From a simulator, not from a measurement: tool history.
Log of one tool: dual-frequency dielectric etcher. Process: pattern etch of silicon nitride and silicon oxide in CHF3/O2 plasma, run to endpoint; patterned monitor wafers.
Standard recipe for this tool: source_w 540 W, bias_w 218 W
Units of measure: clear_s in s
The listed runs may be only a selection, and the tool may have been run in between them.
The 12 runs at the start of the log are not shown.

| run | hour | source_w | bias_w | incoming incoming film thickness, nm | clear_s |
|---|---|---|---|---|---|
| 13 | 534.3 | 540 | 218 | 312.3 | 190.4 |
| 14 | 595.4 | 540 | 218 | 310.0 | 189.0 |
| 15 | 652.7 | 540 | 218 | 309.9 | 187.3 |
| 16 | 680.7 | 420 | 173 | 310.2 | 217.4 |
| 17 | 736.3 | 410 | 218 | 307.4 | 205.7 |
| 18 | 769.4 | 650 | 200 | 313.2 | 181.7 |
|  | 833.8 | wet clean of the chamber |
| 19 | 841.2 | 670 | 196 | 306.5 | 178.0 |
|  | 849.1 | source power generator calibrated |
|  | 897.3 | upper electrode replaced |
| 20 | 897.8 | 440 | 181 | 311.0 | 213.7 |
| 21 | 911.3 | 540 | 218 | 310.8 | 189.8 |
| 22 | 954.3 | 480 | 255 | 307.0 | 186.6 |
| 23 | 1010.3 | 490 | 257 | 312.1 | 188.3 |
| 24 | 1048.6 | 420 | 245 | 311.1 | 200.1 |
|  | 1075.2 | bias power generator calibrated |
| 25 | 1081.9 | 580 | 218 | 310.0 | 183.2 |
| 26 | 1265.5 | 540 | 180 | 309.1 | 195.1 |
|  | 1324.7 | wet clean of the chamber |
| 27 | 1462.3 | 540 | 218 | 311.3 | 190.4 |
| 28 | 1533.2 | 540 | 193 | 311.4 | 194.2 |
| 29 | 1591.1 | 640 | 265 | 310.9 | 168.9 |
| 30 | 1660.6 | 460 | 252 | 310.8 | 191.8 |
| 31 | 1694.1 | 590 | 234 | 307.5 | 177.0 |
| 32 | 1764.1 | 540 | 218 | 311.2 | 186.7 |
|  | 1842.0 | wet clean of the chamber |
| 33 | 1842.5 | 540 | 218 | 309.1 | 190.3 |
| 34 | 1917.9 | 600 | 255 | 312.4 | 176.7 |
| 35 | 1951.3 | 490 | 237 | 311.6 | 193.3 |

Consider 4 possible next runs. They are alternatives, not a sequence: every one starts from the tool as it was left by run 35. What does each give?
| A | 1951.8 | 680 | 218 | 307.9 | ? |
| B | 1951.8 | 590 | 195 | 307.9 | ? |
| C | 1951.8 | 420 | 187 | 307.9 | ? |
| D | 1951.8 | 410 | 191 | 307.9 | ? |

| run | clear_s |
|---|---|
| A | 173.4 |
| B | 187.3 |
| C | 213.1 |
| D | 213.8 |
With the hidden condition removed and each run's random variation left untouched, the same runs would have given:
| run | clear_s |
|---|---|
| A | 173.6 |
| B | 187.6 |
| C | 213.4 |
| D | 214.1 |
